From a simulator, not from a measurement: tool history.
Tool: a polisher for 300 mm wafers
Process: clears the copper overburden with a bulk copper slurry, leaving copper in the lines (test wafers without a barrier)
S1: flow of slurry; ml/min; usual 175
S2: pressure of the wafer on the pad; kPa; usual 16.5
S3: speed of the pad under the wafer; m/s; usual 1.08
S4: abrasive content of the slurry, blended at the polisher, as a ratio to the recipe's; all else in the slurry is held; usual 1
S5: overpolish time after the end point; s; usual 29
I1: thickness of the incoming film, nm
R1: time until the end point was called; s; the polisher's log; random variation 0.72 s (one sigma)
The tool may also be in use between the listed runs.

| run | day | S1 | S2 | S3 | S4 | S5 | I1 | R1 |
|---|---|---|---|---|---|---|---|---|
| 1 | 0 | 175 | 16.5 | 1.08 | 1 | 29 | 638 | 66.4 |
|  | 0.762 | slurry blender recalibrated |
| 2 | 1.421 | 175 | 18.6 | 1.08 | 1.15 | 29 | 653.3 | 61.4 |
| 3 | 1.958 | 175 | 18.6 | 1.08 | 1.15 | 29 | 645.8 | 61.2 |
| 4 | 3.017 | 175 | 16.5 | 1.08 | 1 | 29 | 643.9 | 71.9 |
| 5 | 3.717 | 175 | 16.5 | 1.08 | 1 | 29 | 639.7 | 72 |
|  | 4.458 | worn pad replaced by a new one |
| 6 | 4.746 | 175 | 16.5 | 1.08 | 0.9 | 29 | 634.5 | 67.5 |
| 7 | 6.208 | 175 | 11 | 1.08 | 0.9 | 29 | 650.1 | 102.2 |
| 8 | 7.333 | 175 | 16.5 | 1.08 | 0.9 | 21 | 638.4 | 70.3 |
|  | 9.358 | slurry blender recalibrated |
| 9 | 9.4 | 120 | 16.5 | 1.08 | 1 | 29 | 652.4 | 73.1 |
| 10 | 10.275 | 175 | 19.3 | 1.08 | 1.3 | 20 | 634.9 | 56.4 |
|  | 12.933 | slurry nozzle cleaned |
| 11 | 12.954 | 175 | 16.5 | 1.08 | 1 | 29 | 645.9 | 73.2 |
| 12 | 14.15 | 175 | 14.5 | 1.46 | 1.1 | 29 | 645.3 | 60.8 |
|  | 14.383 | worn pad replaced by a new one |
| 13 | 17.046 | 175 | 16.5 | 1.08 | 0.9 | 16 | 647.2 | 70.2 |
| 14 | 17.812 | 175 | 20 | 1.08 | 1 | 29 | 630.6 | 55.3 |
| 15 | 18.467 | 175 | 16.5 | 1.08 | 1 | 43 | 649.8 | 71.5 |
|  | 19.208 | slurry blender recalibrated |
| 16 | 19.229 | 175 | 16.5 | 1.08 | 1 | 29 | 640.5 | 70.3 |
| 17 | 20.029 | 175 | 20 | 1.08 | 1 | 18 | 638.1 | 57.7 |
| 18 | 20.558 | 145 | 16.5 | 1.08 | 1 | 29 | 646.5 | 73.1 |
| 19 | 21.842 | 175 | 16.5 | 0.88 | 1 | 29 | 652.8 | 90.5 |
| 20 | 22.575 | 175 | 11.7 | 1.08 | 1 | 39 | 648.9 | 103.7 |
|  | 23.458 | worn pad replaced by a new one |
| 21 | 23.479 | 175 | 18.6 | 1.08 | 1.15 | 29 | 651.5 | 59.4 |
| 22 | 23.908 | 175 | 16.5 | 1.08 | 1 | 29 | 632.7 | 64.9 |
| 23 | 24.808 | 175 | 16.5 | 1.08 | 1 | 29 | 645.2 | 67.3 |
| 24 | 25.575 | 210 | 22.1 | 1.08 | 1 | 29 | 638.5 | 50.6 |
| 25 | 26.988 | 175 | 16.5 | 1.08 | 1 | 29 | 639.1 | 67.8 |
|  | 27.608 | slurry blender recalibrated |
| 26 | 28.083 | 225 | 20 | 1.44 | 1.15 | 29 | 644.6 | 40 |
| 27 | 29.262 | 175 | 16.5 | 1.08 | 1 | 34 | 655.2 | 70 |

The same runs without the tool's hidden state, with the same run-to-run variation:
The hidden state here: removal rate lost through wear of the pad, %; slurry flow missing at the pad, %; deviation of the head's pressure from its setpoint, %; abrasive missing from the slurry, %.
| run | R1 |
|---|---|
| 1 | 65 |
| 2 | 59.2 |
| 3 | 58.6 |
| 4 | 67.7 |
| 5 | 67 |
| 6 | 67.3 |
| 7 | 101.5 |
| 8 | 69.4 |
| 9 | 70.9 |
| 10 | 54.1 |
| 11 | 67 |
| 12 | 54.2 |
| 13 | 69 |
| 14 | 54.1 |
| 15 | 69.5 |
| 16 | 67.8 |
| 17 | 55.1 |
| 18 | 69.3 |
| 19 | 84.1 |
| 20 | 95 |
| 21 | 59.2 |
| 22 | 64.7 |
| 23 | 67 |
| 24 | 50.2 |
| 25 | 66.7 |
| 26 | 39 |
| 27 | 67.2 |

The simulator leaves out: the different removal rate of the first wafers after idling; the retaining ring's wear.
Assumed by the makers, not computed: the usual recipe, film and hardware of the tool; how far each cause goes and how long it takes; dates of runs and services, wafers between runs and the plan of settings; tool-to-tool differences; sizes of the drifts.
